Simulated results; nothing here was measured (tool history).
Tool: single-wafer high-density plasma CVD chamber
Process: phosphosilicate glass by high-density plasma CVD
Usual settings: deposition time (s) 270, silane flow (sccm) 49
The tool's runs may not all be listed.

run,hour,deposition time (s),silane flow (sccm),"read-back reference wafer on the same gauge, thickness_nm",mean film thickness on the monitor wafer (angstrom)
1,0,285,49,1343.014,14686.91
2,42.6,285,49,1339.714,14750.48
3,130.2,285,49,1341.587,14705.2
4,172.8,286,43,1336.605,13039.85
5,224.1,270,49,1340.28,13807.5
6,258.4,270,42,1340.263,12073.6
7,304.7,270,42,1340.371,12164.85
8,365.9,270,49,1337.006,14024.51
9,414.5,270,49,1343.429,13969
10,619.7,270,52,1341.104,14942.25
11,690.7,270,52,1337.763,15102.32
12,740.3,270,49,1341.17,14210.33
13,786.6,270,49,1339.178,14152.8
14,842.2,298,55,1338.784,18175.36
15,897.7,298,55,1339.962,18202.18
16,927.7,232,49,1344.593,12630.22
17,1101.6,232,49,1337.44,12735.02
18,1161.9,232,49,1341.166,11772.66
19,1209.6,244,49,1338.398,12472.92
20,1251.4,270,49,1342.427,13728.92
21,1295.4,314,54,1343.043,17649.47
22,1340,270,49,1344.054,13792.94
23,1396.2,270,49,1339.366,13860.82
24,1423.4,270,49,1339.011,13686.91
25,1486.6,255,41,1337.392,10845.86
26,1528.1,305,57,1334.315,18045.34
27,1567.8,247,45,1342.661,11572.57
28,1623.1,313,49,1337.903,15945.58
29,1692.6,270,49,1342.186,13785.9
30,1756.5,251,49,1340.409,12831.1
31,1789.3,236,52,1337.111,12889.93
32,1831.2,270,49,1337.735,13804.13
33,1892.6,312,52,1344.886,16952.89
34,1952.7,230,54,1339.277,12895.5
35,2012.2,270,52,1341.446,14643.43
36,2082.4,305,52,1343.36,16732.33
37,2148.2,243,42,1345.149,10624.53
38,2212.9,270,49,1339.462,14021.4
39,2268.9,270,45,1341.281,12696.26
40,2347.2,218,58,1342.099,13206.43

Not shown: 3 entries that the log had between the listed runs. Between which runs, and how does the tool's hidden state differ before and after?
Between runs 13 and 14: gauge calibrated (hour 817.7); silane flow controller replaced (hour 827.6)
  delivered silane flow above the setpoint (%): 3.84 -> 7.68
  measured less the result without the state, mean film thickness on the monitor wafer (angstrom): +514.35 -> +1275.03
Between runs 17 and 18: silane flow controller replaced, repeated, since the last time left the tool worse (hour 1155.2)
  delivered silane flow above the setpoint (%): 7.74 -> 0.277
  measured less the result without the state, mean film thickness on the monitor wafer (angstrom): +899.72 -> +31.92
